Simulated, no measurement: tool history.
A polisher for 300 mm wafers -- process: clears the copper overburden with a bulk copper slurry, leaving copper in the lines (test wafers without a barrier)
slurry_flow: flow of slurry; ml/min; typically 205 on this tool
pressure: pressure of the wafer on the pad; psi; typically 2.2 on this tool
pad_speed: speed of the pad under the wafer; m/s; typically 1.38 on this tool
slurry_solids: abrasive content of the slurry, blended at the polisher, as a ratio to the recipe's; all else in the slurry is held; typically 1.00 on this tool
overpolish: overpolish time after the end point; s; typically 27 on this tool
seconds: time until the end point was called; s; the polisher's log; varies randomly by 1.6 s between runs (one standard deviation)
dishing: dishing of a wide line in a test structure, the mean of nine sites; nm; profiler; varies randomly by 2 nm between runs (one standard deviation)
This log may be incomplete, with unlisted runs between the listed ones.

run	hour	slurry_flow	pressure	pad_speed	slurry_solids	overpolish	wafers since the last listed run	wafers polished on this pad	hours since the slurry nozzle was cleaned	hours since the head pressure was calibrated	hours since the slurry blender was calibrated	incoming thickness of the incoming film, nm	seconds	dishing
1	0.0	205	2.2	1.38	1.00	27	0	281	208.4	221.2	23.8	799.6	89.4	111.0
2	26.6	205	2.2	1.38	1.00	21	218	500	235.0	247.8	50.4	789.0	89.3	96.6
# hour 32.1: worn pad replaced by a new one
3	53.0	205	2.2	1.66	1.00	27	184	171	261.4	274.2	76.8	799.5	76.0	127.9
4	86.0	205	2.2	1.38	1.00	27	271	443	294.4	307.2	109.8	791.7	92.3	107.7
# hour 99.7: worn pad replaced by a new one
5	110.9	205	2.2	1.22	1.00	27	171	91	319.3	332.1	134.7	789.0	105.5	103.1
6	137.2	205	2.2	1.22	1.00	27	216	308	345.6	358.4	161.0	799.1	110.2	100.9
7	170.6	205	2.2	1.22	1.00	27	274	582	379.0	391.8	194.4	803.1	110.1	100.0
# hour 184.3: worn pad replaced by a new one
# hour 186.1: slurry blender recalibrated
# hour 187.6: head pressure recalibrated
8	188.1	205	2.2	1.38	1.00	27	83	3	396.5	0.5	2.0	808.4	102.1	106.4
9	200.6	205	2.2	1.66	1.15	27	102	106	409.0	13.0	14.5	795.1	79.4	118.5
10	228.9	205	2.2	1.38	1.00	34	232	339	437.3	41.3	42.8	805.9	100.9	118.8
# hour 248.3: slurry blender recalibrated, repeated, since the last time left the tool worse
# hour 250.9: worn pad replaced by a new one
# hour 254.2: slurry nozzle cleaned
11	257.1	160	1.4	1.38	1.00	20	186	42	2.9	69.5	8.8	793.4	145.6	61.7
12	275.1	205	2.2	1.12	1.20	27	148	191	20.9	87.5	26.8	801.3	111.8	102.9
13	308.1	205	2.2	1.38	1.00	27	271	462	53.9	120.5	59.8	808.0	94.7	110.4
14	327.6	165	1.9	1.12	1.20	27	160	622	73.4	140.0	79.3	800.6	130.7	90.2
# hour 336.4: worn pad replaced by a new one
15	354.3	180	2.5	1.38	0.80	32	186	147	100.1	166.7	106.0	797.9	84.3	127.6
16	372.0	205	2.2	1.38	1.00	27	145	292	117.8	184.4	123.7	805.0	94.0	109.4

Forecast each of these 4 alternatives for the next run:
A	372.5	170	2.2	1.38	1.00	27	4	296	118.3	184.9	124.2	799.8	?	?
B	372.5	135	1.5	1.38	0.90	27	4	296	118.3	184.9	124.2	799.8	?	?
C	372.5	245	2.9	1.68	1.00	27	4	296	118.3	184.9	124.2	799.8	?	?
D	372.5	145	2.0	1.68	1.00	27	4	296	118.3	184.9	124.2	799.8	?	?

run	seconds	dishing
A	93.7	108.1
B	143.3	77.1
C	56.7	149.1
D	85.8	111.1
With no hidden state in the tool, these same runs would have given:
run	seconds	dishing
A	91.4	109.7
B	139.8	78.4
C	55.2	150.8
D	83.7	112.6
